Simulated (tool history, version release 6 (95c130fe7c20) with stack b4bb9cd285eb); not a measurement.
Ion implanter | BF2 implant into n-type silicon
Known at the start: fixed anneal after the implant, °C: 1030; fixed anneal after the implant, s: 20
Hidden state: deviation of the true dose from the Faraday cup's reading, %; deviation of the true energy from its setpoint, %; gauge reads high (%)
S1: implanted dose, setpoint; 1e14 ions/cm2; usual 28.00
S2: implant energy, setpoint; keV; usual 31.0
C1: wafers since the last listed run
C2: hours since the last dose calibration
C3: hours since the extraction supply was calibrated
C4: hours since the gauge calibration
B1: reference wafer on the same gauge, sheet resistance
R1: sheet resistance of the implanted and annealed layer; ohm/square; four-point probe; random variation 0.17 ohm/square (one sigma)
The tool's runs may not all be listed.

run 1 day=0.000 | S1=28.00 S2=37.0 | C1=0 C2=584.3 C3=6485.5 C4=225.8 | B1=115.00 | R1=103.65
run 2 day=0.704 | S1=28.00 S2=37.0 | C1=544 C2=601.2 C3=6502.4 C4=242.7 | B1=115.02 | R1=103.61
run 3 day=2.021 | S1=28.00 S2=37.0 | C1=1017 C2=632.8 C3=6534.0 C4=274.3 | B1=115.06 | R1=103.53
run 4 day=3.283 | S1=23.69 S2=31.0 | C1=975 C2=663.1 C3=6564.3 C4=304.6 | B1=114.97 | R1=113.94
run 5 day=4.108 | S1=23.69 S2=31.0 | C1=637 C2=682.9 C3=6584.1 C4=324.4 | B1=114.94 | R1=113.74
run 6 day=5.358 | S1=28.00 S2=31.0 | C1=965 C2=712.9 C3=6614.1 C4=354.4 | B1=114.98 | R1=112.31
run 7 day=6.375 | S1=28.00 S2=31.0 | C1=785 C2=737.3 C3=6638.5 C4=378.8 | B1=115.01 | R1=112.11
run 8 day=7.621 | S1=28.00 S2=31.0 | C1=962 C2=767.2 C3=6668.4 C4=408.7 | B1=115.00 | R1=112.51
run 9 day=8.400 | S1=32.08 S2=31.0 | C1=601 C2=785.9 C3=6687.1 C4=427.4 | B1=114.97 | R1=111.31
run 10 day=9.675 | S1=32.08 S2=31.0 | C1=985 C2=816.5 C3=6717.7 C4=458.0 | B1=114.98 | R1=111.53
run 11 day=10.979 | S1=28.00 S2=22.5 | C1=1007 C2=847.8 C3=6749.0 C4=489.3 | B1=114.98 | R1=128.20
-- day=11.250 gauge calibrated
run 12 day=11.979 | S1=28.00 S2=24.5 | C1=772 C2=871.8 C3=6773.0 C4=17.5 | B1=114.98 | R1=124.18
run 13 day=12.817 | S1=28.00 S2=24.5 | C1=647 C2=891.9 C3=6793.1 C4=37.6 | B1=114.99 | R1=124.06
run 14 day=13.317 | S1=28.00 S2=24.5 | C1=386 C2=903.9 C3=6805.1 C4=49.6 | B1=115.01 | R1=123.63
run 15 day=14.038 | S1=25.05 S2=39.5 | C1=556 C2=921.2 C3=6822.4 C4=66.9 | B1=114.99 | R1=101.24
run 16 day=14.721 | S1=32.08 S2=31.0 | C1=527 C2=937.6 C3=6838.8 C4=83.3 | B1=115.01 | R1=111.20
run 17 day=15.971 | S1=25.86 S2=26.5 | C1=965 C2=967.6 C3=6868.8 C4=113.3 | B1=114.98 | R1=120.69
run 18 day=16.996 | S1=28.00 S2=41.5 | C1=791 C2=992.2 C3=6893.4 C4=137.9 | B1=114.98 | R1=97.71
run 19 day=18.483 | S1=28.00 S2=31.0 | C1=1149 C2=1027.9 C3=6929.1 C4=173.6 | B1=115.02 | R1=112.05
run 20 day=19.933 | S1=28.00 S2=31.0 | C1=1120 C2=1062.7 C3=6963.9 C4=208.4 | B1=115.01 | R1=112.30

Forecast run 21:
run 21 day=21.417 | S1=25.26 S2=31.0 | C1=1146 C2=1098.3 C3=6999.5 C4=244.0 | B1=? | R1=?

Run 21 gave B1 114.97, R1 113.01 ohm/square.
Without the tool's hidden state the same run would have given R1 113.01 ohm/square.
